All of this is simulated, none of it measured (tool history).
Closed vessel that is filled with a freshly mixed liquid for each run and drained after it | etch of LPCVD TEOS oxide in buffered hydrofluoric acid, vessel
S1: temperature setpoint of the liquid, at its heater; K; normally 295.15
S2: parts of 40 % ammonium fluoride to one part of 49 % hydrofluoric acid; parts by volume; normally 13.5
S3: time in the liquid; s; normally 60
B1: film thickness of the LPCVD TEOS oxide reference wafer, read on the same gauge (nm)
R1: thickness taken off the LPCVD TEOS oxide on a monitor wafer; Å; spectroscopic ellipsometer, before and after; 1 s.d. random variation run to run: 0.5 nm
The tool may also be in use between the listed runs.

{"run": 1, "day": 0.0, "S1": 298.65, "S2": 13.5, "S3": 60, "B1": 39.99, "R1": 800.2}
{"run": 2, "day": 1.108, "S1": 298.65, "S2": 13.5, "S3": 60, "B1": 39.99, "R1": 795.6}
{"run": 3, "day": 2.842, "S1": 298.65, "S2": 13.5, "S3": 60, "B1": 40, "R1": 792.4}
{"run": 4, "day": 5.725, "S1": 292.15, "S2": 13.5, "S3": 75, "B1": 39.99, "R1": 703.6}
{"run": 5, "day": 8.521, "S1": 298.15, "S2": 13.5, "S3": 60, "B1": 39.98, "R1": 776.5}
{"run": 6, "day": 10.538, "S1": 295.15, "S2": 13.5, "S3": 60, "B1": 39.99, "R1": 655.4}
{"run": 7, "day": 11.904, "S1": 295.15, "S2": 13.5, "S3": 60, "B1": 39.99, "R1": 661.9}
{"run": 8, "day": 13.417, "S1": 295.15, "S2": 18, "S3": 60, "B1": 39.99, "R1": 500.6}
{"run": 9, "day": 15.975, "S1": 295.15, "S2": 18, "S3": 60, "B1": 40.01, "R1": 501.7}
{"run": 10, "day": 18.471, "S1": 295.15, "S2": 9.5, "S3": 40, "B1": 40, "R1": 607.8}
{"run": 11, "day": 19.804, "S1": 298.15, "S2": 17, "S3": 50, "B1": 39.99, "R1": 511.1}
{"run": 12, "day": 23.625, "S1": 297.65, "S2": 13.5, "S3": 40, "B1": 39.99, "R1": 507.1}
{"run": 13, "day": 25.417, "S1": 297.15, "S2": 18, "S3": 75, "B1": 40, "R1": 697.3}
{"run": 14, "day": 27.338, "S1": 295.15, "S2": 13.5, "S3": 60, "B1": 39.98, "R1": 671.1}
{"run": 15, "day": 29.904, "S1": 295.15, "S2": 13.5, "S3": 40, "B1": 39.99, "R1": 446.1}
{"run": 16, "day": 30.917, "S1": 295.15, "S2": 13.5, "S3": 60, "B1": 39.99, "R1": 666.3}
{"run": 17, "day": 33.162, "S1": 295.15, "S2": 10.5, "S3": 60, "B1": 40.01, "R1": 859.5}
{"run": 18, "day": 34.492, "S1": 295.15, "S2": 13.5, "S3": 60, "B1": 40.01, "R1": 669.8}
{"run": 19, "day": 37.012, "S1": 298.65, "S2": 17, "S3": 50, "B1": 39.99, "R1": 536.5}
{"run": 20, "day": 38.729, "S1": 290.15, "S2": 19, "S3": 80, "B1": 39.99, "R1": 479.7}
{"run": 21, "day": 41.338, "S1": 293.65, "S2": 13.5, "S3": 60, "B1": 39.99, "R1": 611.4}
{"run": 22, "day": 42.992, "S1": 295.15, "S2": 13.5, "S3": 60, "B1": 39.99, "R1": 654.4}
{"run": 23, "day": 44.104, "S1": 295.15, "S2": 17, "S3": 60, "B1": 40, "R1": 523.1}
{"run": 24, "day": 45.504, "S1": 296.65, "S2": 15.5, "S3": 75, "B1": 40, "R1": 777.5}
{"run": 25, "day": 48.033, "S1": 298.65, "S2": 19, "S3": 60, "B1": 40.01, "R1": 568.1}
{"run": 26, "day": 49.35, "S1": 292.65, "S2": 10.5, "S3": 60, "B1": 39.97, "R1": 727.9}
{"run": 27, "day": 50.967, "S1": 299.15, "S2": 10.5, "S3": 90, "B1": 40, "R1": 1552.3}
{"run": 28, "day": 53.617, "S1": 291.65, "S2": 16, "S3": 60, "B1": 40, "R1": 454}
{"run": 29, "day": 55.167, "S1": 293.15, "S2": 8.5, "S3": 50, "B1": 39.99, "R1": 750.5}
{"run": 30, "day": 57.396, "S1": 291.15, "S2": 9, "S3": 40, "B1": 39.99, "R1": 504.8}
{"run": 31, "day": 59.679, "S1": 295.15, "S2": 13.5, "S3": 85, "B1": 39.99, "R1": 915.6}
{"run": 32, "day": 62.358, "S1": 295.15, "S2": 13.5, "S3": 60, "B1": 40.01, "R1": 656.6}

Taken out of this log: 3 entries between the listed runs. Where each belongs, and how the hidden state differs across it:
From run 7 to run 8: gauge calibrated (day 12.146)
  hydrofluoric acid flow above the setpoint (%): 1.53 -> 1.61
  measured minus no-state result, R1: +9.8 -> +7.8 Å
From run 18 to run 19: thermometer replaced (day 36.85)
  hydrofluoric acid flow above the setpoint (%): 2.69 -> 2.82
  measured minus no-state result, R1: +17.2 -> +14.5 Å
From run 21 to run 22: hydrofluoric acid flow meter replaced (day 41.567)
  hydrofluoric acid flow above the setpoint (%): 3.04 -> 0.397
  measured minus no-state result, R1: +17.8 -> +2.5 Å

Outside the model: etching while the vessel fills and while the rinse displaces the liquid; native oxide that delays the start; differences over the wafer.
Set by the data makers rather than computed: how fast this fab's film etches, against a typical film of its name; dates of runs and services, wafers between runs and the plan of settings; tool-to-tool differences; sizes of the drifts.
